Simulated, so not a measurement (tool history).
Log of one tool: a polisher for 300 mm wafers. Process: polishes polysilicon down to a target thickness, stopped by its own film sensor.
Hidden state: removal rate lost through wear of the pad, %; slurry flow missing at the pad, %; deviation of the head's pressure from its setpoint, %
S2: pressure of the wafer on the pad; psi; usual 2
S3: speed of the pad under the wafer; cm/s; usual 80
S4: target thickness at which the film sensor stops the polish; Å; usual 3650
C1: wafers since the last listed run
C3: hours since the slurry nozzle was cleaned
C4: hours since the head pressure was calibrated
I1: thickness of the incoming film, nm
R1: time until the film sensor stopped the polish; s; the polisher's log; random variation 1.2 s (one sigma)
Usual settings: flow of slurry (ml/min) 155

run 1 day=0 | flow_of_slurry_(ml/min)=155 S2=2 S3=80 S4=3650 | C1=0 wafers_polished_on_this_pad=5 C3=3.7 C4=585.8 | I1=828.2 | R1=91.7
run 2 day=2.817 | flow_of_slurry_(ml/min)=155 S2=2 S3=80 S4=3650 | C1=648 wafers_polished_on_this_pad=654 C3=71.3 C4=653.4 | I1=839.6 | R1=91.7
run 3 day=3.717 | flow_of_slurry_(ml/min)=155 S2=2 S3=80 S4=3650 | C1=207 wafers_polished_on_this_pad=861 C3=92.9 C4=675 | I1=826.9 | R1=89
run 4 day=4.292 | flow_of_slurry_(ml/min)=155 S2=2 S3=80 S4=3650 | C1=132 wafers_polished_on_this_pad=994 C3=106.7 C4=688.8 | I1=834.7 | R1=91
run 5 day=5.212 | flow_of_slurry_(ml/min)=155 S2=2 S3=80 S4=3650 | C1=212 wafers_polished_on_this_pad=1206 C3=128.8 C4=710.9 | I1=823.7 | R1=91
run 6 day=6.017 | flow_of_slurry_(ml/min)=155 S2=2 S3=80 S4=4130 | C1=185 wafers_polished_on_this_pad=1391 C3=148.1 C4=730.2 | I1=828.2 | R1=81.1
run 7 day=6.729 | flow_of_slurry_(ml/min)=155 S2=2 S3=80 S4=4130 | C1=164 wafers_polished_on_this_pad=1555 C3=165.2 C4=747.3 | I1=842 | R1=84.6
run 8 day=7.471 | flow_of_slurry_(ml/min)=155 S2=2 S3=80 S4=4130 | C1=170 wafers_polished_on_this_pad=1726 C3=183 C4=765.1 | I1=828.7 | R1=78.3
-- day=7.929 head pressure recalibrated
run 9 day=8.512 | flow_of_slurry_(ml/min)=155 S2=1.8 S3=86 S4=3650 | C1=220 wafers_polished_on_this_pad=1947 C3=208 C4=14 | I1=839.4 | R1=103.8
run 10 day=9.446 | flow_of_slurry_(ml/min)=155 S2=1.8 S3=86 S4=3650 | C1=214 wafers_polished_on_this_pad=2162 C3=230.4 C4=36.4 | I1=829.4 | R1=100.7
run 11 day=10.121 | flow_of_slurry_(ml/min)=155 S2=1.8 S3=86 S4=3650 | C1=155 wafers_polished_on_this_pad=2317 C3=246.6 C4=52.6 | I1=813.6 | R1=97.2
run 12 day=11.104 | flow_of_slurry_(ml/min)=155 S2=2 S3=80 S4=3650 | C1=226 wafers_polished_on_this_pad=2544 C3=270.2 C4=76.2 | I1=833.9 | R1=99.1
-- day=11.342 worn pad replaced by a new one
run 13 day=12.342 | flow_of_slurry_(ml/min)=155 S2=2 S3=80 S4=3650 | C1=246 wafers_polished_on_this_pad=229 C3=299.9 C4=105.9 | I1=828.9 | R1=95
run 14 day=13.042 | flow_of_slurry_(ml/min)=155 S2=1.8 S3=90 S4=3650 | C1=161 wafers_polished_on_this_pad=391 C3=316.7 C4=122.7 | I1=820.2 | R1=92.9
run 15 day=14.188 | flow_of_slurry_(ml/min)=155 S2=1.8 S3=90 S4=3650 | C1=263 wafers_polished_on_this_pad=655 C3=344.2 C4=150.2 | I1=833.6 | R1=97.5
run 16 day=15.108 | flow_of_slurry_(ml/min)=155 S2=2 S3=62 S4=2890 | C1=212 wafers_polished_on_this_pad=867 C3=366.3 C4=172.3 | I1=832.8 | R1=136.1
run 17 day=15.788 | flow_of_slurry_(ml/min)=125 S2=2 S3=80 S4=3650 | C1=156 wafers_polished_on_this_pad=1023 C3=382.6 C4=188.6 | I1=840.7 | R1=100
run 18 day=17.167 | flow_of_slurry_(ml/min)=115 S2=1.8 S3=80 S4=3650 | C1=317 wafers_polished_on_this_pad=1341 C3=415.7 C4=221.7 | I1=818.6 | R1=107
run 19 day=17.729 | flow_of_slurry_(ml/min)=205 S2=2.2 S3=108 S4=3650 | C1=129 wafers_polished_on_this_pad=1470 C3=429.2 C4=235.2 | I1=821.3 | R1=64.5
-- day=21.162 slurry nozzle cleaned
run 20 day=21.754 | flow_of_slurry_(ml/min)=155 S2=2 S3=80 S4=3650 | C1=917 wafers_polished_on_this_pad=2388 C3=14.2 C4=331.8 | I1=831.1 | R1=94.1
run 21 day=22.358 | flow_of_slurry_(ml/min)=135 S2=2 S3=80 S4=3650 | C1=139 wafers_polished_on_this_pad=2527 C3=28.7 C4=346.3 | I1=824.4 | R1=94.5
-- day=22.646 worn pad replaced by a new one
run 22 day=26.246 | flow_of_slurry_(ml/min)=125 S2=2 S3=80 S4=3650 | C1=856 wafers_polished_on_this_pad=829 C3=122 C4=439.6 | I1=823.4 | R1=96
run 23 day=27.625 | flow_of_slurry_(ml/min)=110 S2=2 S3=80 S4=3650 | C1=317 wafers_polished_on_this_pad=1146 C3=155.1 C4=472.7 | I1=828.6 | R1=99.6
run 24 day=28.967 | flow_of_slurry_(ml/min)=155 S2=2 S3=100 S4=4600 | C1=308 wafers_polished_on_this_pad=1455 C3=187.3 C4=504.9 | I1=826.6 | R1=59
run 25 day=29.904 | flow_of_slurry_(ml/min)=155 S2=1.4 S3=66 S4=3650 | C1=215 wafers_polished_on_this_pad=1671 C3=209.8 C4=527.4 | I1=821 | R1=142.5
run 26 day=31.279 | flow_of_slurry_(ml/min)=155 S2=2 S3=80 S4=3650 | C1=316 wafers_polished_on_this_pad=1988 C3=242.8 C4=560.4 | I1=835.3 | R1=91.3
-- day=31.842 worn pad replaced by a new one
run 27 day=32.733 | flow_of_slurry_(ml/min)=155 S2=2 S3=80 S4=3650 | C1=296 wafers_polished_on_this_pad=204 C3=277.7 C4=595.3 | I1=832.2 | R1=92.9
run 28 day=34.212 | flow_of_slurry_(ml/min)=155 S2=2 S3=80 S4=3650 | C1=340 wafers_polished_on_this_pad=545 C3=313.2 C4=630.8 | I1=825.8 | R1=90.8
run 29 day=34.983 | flow_of_slurry_(ml/min)=155 S2=2.3 S3=80 S4=3650 | C1=177 wafers_polished_on_this_pad=723 C3=331.7 C4=649.3 | I1=820 | R1=78.8
run 30 day=35.792 | flow_of_slurry_(ml/min)=195 S2=1.7 S3=80 S4=3650 | C1=186 wafers_polished_on_this_pad=909 C3=351.1 C4=668.7 | I1=833.2 | R1=99.8
run 31 day=36.346 | flow_of_slurry_(ml/min)=210 S2=2.6 S3=80 S4=3650 | C1=127 wafers_polished_on_this_pad=1036 C3=364.4 C4=682 | I1=840.3 | R1=69.9
run 32 day=36.917 | flow_of_slurry_(ml/min)=155 S2=2 S3=80 S4=3650 | C1=131 wafers_polished_on_this_pad=1168 C3=378.1 C4=695.7 | I1=838.8 | R1=93.4
run 33 day=38.379 | flow_of_slurry_(ml/min)=125 S2=1.6 S3=80 S4=4800 | C1=336 wafers_polished_on_this_pad=1505 C3=413.2 C4=730.8 | I1=836.7 | R1=87.5
run 34 day=38.925 | flow_of_slurry_(ml/min)=155 S2=2 S3=80 S4=4750 | C1=125 wafers_polished_on_this_pad=1630 C3=426.3 C4=743.9 | I1=835.9 | R1=70.4
run 35 day=39.879 | flow_of_slurry_(ml/min)=155 S2=2.4 S3=80 S4=3650 | C1=219 wafers_polished_on_this_pad=1850 C3=449.2 C4=766.8 | I1=814.3 | R1=73.3
-- day=41.104 slurry nozzle cleaned
run 36 day=41.196 | flow_of_slurry_(ml/min)=155 S2=2 S3=80 S4=3650 | C1=293 wafers_polished_on_this_pad=2144 C3=2.2 C4=798.4 | I1=813.6 | R1=86.2
run 37 day=41.725 | flow_of_slurry_(ml/min)=155 S2=2 S3=80 S4=3650 | C1=121 wafers_polished_on_this_pad=2266 C3=14.9 C4=811.1 | I1=821.9 | R1=88.3
-- day=42.596 worn pad replaced by a new one
run 38 day=42.688 | flow_of_slurry_(ml/min)=155 S2=2 S3=80 S4=3650 | C1=183 wafers_polished_on_this_pad=20 C3=38 C4=834.2 | I1=823.4 | R1=89.3

What the log doesn't show, run by run:
removal rate lost through wear of the pad, %: 0 in every run
slurry flow missing at the pad, %: 0 in every run
H1: deviation of the head's pressure from its setpoint, %
run=1 H1=7.85
run=2 H1=8.8
run=3 H1=9.11
run=4 H1=9.3
run=5 H1=9.61
run=6 H1=9.88
run=7 H1=10.1
run=8 H1=10.4
run=9 H1=0.718
run=10 H1=1.03
run=11 H1=1.26
run=12 H1=1.59
run=13 H1=2.01
run=14 H1=2.24
run=15 H1=2.63
run=16 H1=2.94
run=17 H1=3.17
run=18 H1=3.63
run=19 H1=3.82
run=20 H1=5.18
run=21 H1=5.38
run=22 H1=6.69
run=23 H1=7.16
run=24 H1=7.61
run=25 H1=7.93
run=26 H1=8.39
run=27 H1=8.88
run=28 H1=9.38
run=29 H1=9.64
run=30 H1=9.91
run=31 H1=10.1
run=32 H1=10.3
run=33 H1=10.8
run=34 H1=11
run=35 H1=11.3
run=36 H1=11.7
run=37 H1=11.9
run=38 H1=12.2
